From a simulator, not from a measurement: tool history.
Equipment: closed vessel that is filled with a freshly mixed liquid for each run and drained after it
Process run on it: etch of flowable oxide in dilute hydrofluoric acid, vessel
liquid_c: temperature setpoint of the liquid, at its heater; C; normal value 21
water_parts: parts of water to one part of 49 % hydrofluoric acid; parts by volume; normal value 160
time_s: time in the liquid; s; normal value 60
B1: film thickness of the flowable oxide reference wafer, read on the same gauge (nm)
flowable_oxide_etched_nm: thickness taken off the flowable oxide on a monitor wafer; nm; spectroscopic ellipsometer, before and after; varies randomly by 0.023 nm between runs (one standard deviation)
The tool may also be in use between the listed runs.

Run 1, day 0: usual settings; B1 100.03. Result: flowable_oxide_etched_nm 11.6 nm.
Run 2, day 0.483: usual settings; B1 99.96. Result: flowable_oxide_etched_nm 11.56 nm.
Run 3, day 1.117: usual settings but water_parts 210 parts by volume; B1 99.99. Result: flowable_oxide_etched_nm 8.41 nm.
Run 4, day 1.804: usual settings; B1 100.06. Result: flowable_oxide_etched_nm 11.67 nm.
Run 5, day 2.483: usual settings; B1 100. Result: flowable_oxide_etched_nm 10.42 nm.
Run 6, day 3.017: usual settings; B1 99.99. Result: flowable_oxide_etched_nm 10.51 nm.
Run 7, day 3.567: usual settings; B1 99.99. Result: flowable_oxide_etched_nm 10.5 nm.
Run 8, day 3.858: usual settings; B1 100.01. Result: flowable_oxide_etched_nm 10.52 nm.
Run 9, day 4.279: usual settings but liquid_c 25.5 C, water_parts 210 parts by volume, time_s 30 s; B1 99.99. Result: flowable_oxide_etched_nm 4.53 nm.
Run 10, day 4.746: usual settings; B1 100.03. Result: flowable_oxide_etched_nm 10.59 nm.
Run 11, day 5.212: usual settings; B1 100.04. Result: flowable_oxide_etched_nm 10.57 nm.
Run 12, day 5.712: usual settings but liquid_c 24.5 C, water_parts 100 parts by volume; B1 99.96. Result: flowable_oxide_etched_nm 20.79 nm.
Run 13, day 6.033: usual settings but water_parts 225 parts by volume; B1 100.03. Result: flowable_oxide_etched_nm 6.24 nm.
Run 14, day 6.712: usual settings but water_parts 85 parts by volume, time_s 70 s; B1 100.04. Result: flowable_oxide_etched_nm 22.39 nm.
Run 15, day 7.242: usual settings but liquid_c 18 C, water_parts 105 parts by volume, time_s 70 s; B1 99.96. Result: flowable_oxide_etched_nm 15.7 nm.
Run 16, day 7.6: usual settings but water_parts 205 parts by volume; B1 100.01. Result: flowable_oxide_etched_nm 7.04 nm.
Run 17, day 8.029: usual settings but liquid_c 24 C, water_parts 225 parts by volume, time_s 70 s; B1 99.98. Result: flowable_oxide_etched_nm 8.17 nm.

Taken out of this log: 3 entries between the listed runs. Where each belongs, and how the hidden state differs across it:
Logged between run 4 and run 5: thermometer replaced (day 2.462)
  liquid hotter than its thermometer reads (K): 2.95 -> 0.228; hydrofluoric acid flow above the setpoint (%): 11.7 -> 11.8
  what was measured, less what the result would be without the hidden state, flowable_oxide_etched_nm: +2.52 -> +1.35 nm
Logged between run 6 and run 7: gauge calibrated (day 3.171)
  liquid hotter than its thermometer reads (K): 0.259 -> 0.291; hydrofluoric acid flow above the setpoint (%): 11.9 -> 12
  what was measured, less what the result would be without the hidden state, flowable_oxide_etched_nm: +1.38 -> +1.39 nm
Logged between run 12 and run 13: hydrofluoric acid flow meter replaced (day 5.992)
  liquid hotter than its thermometer reads (K): 0.415 -> 0.433; hydrofluoric acid flow above the setpoint (%): 12.3 -> 0.622
  what was measured, less what the result would be without the hidden state, flowable_oxide_etched_nm: +2.82 -> +0.14 nm

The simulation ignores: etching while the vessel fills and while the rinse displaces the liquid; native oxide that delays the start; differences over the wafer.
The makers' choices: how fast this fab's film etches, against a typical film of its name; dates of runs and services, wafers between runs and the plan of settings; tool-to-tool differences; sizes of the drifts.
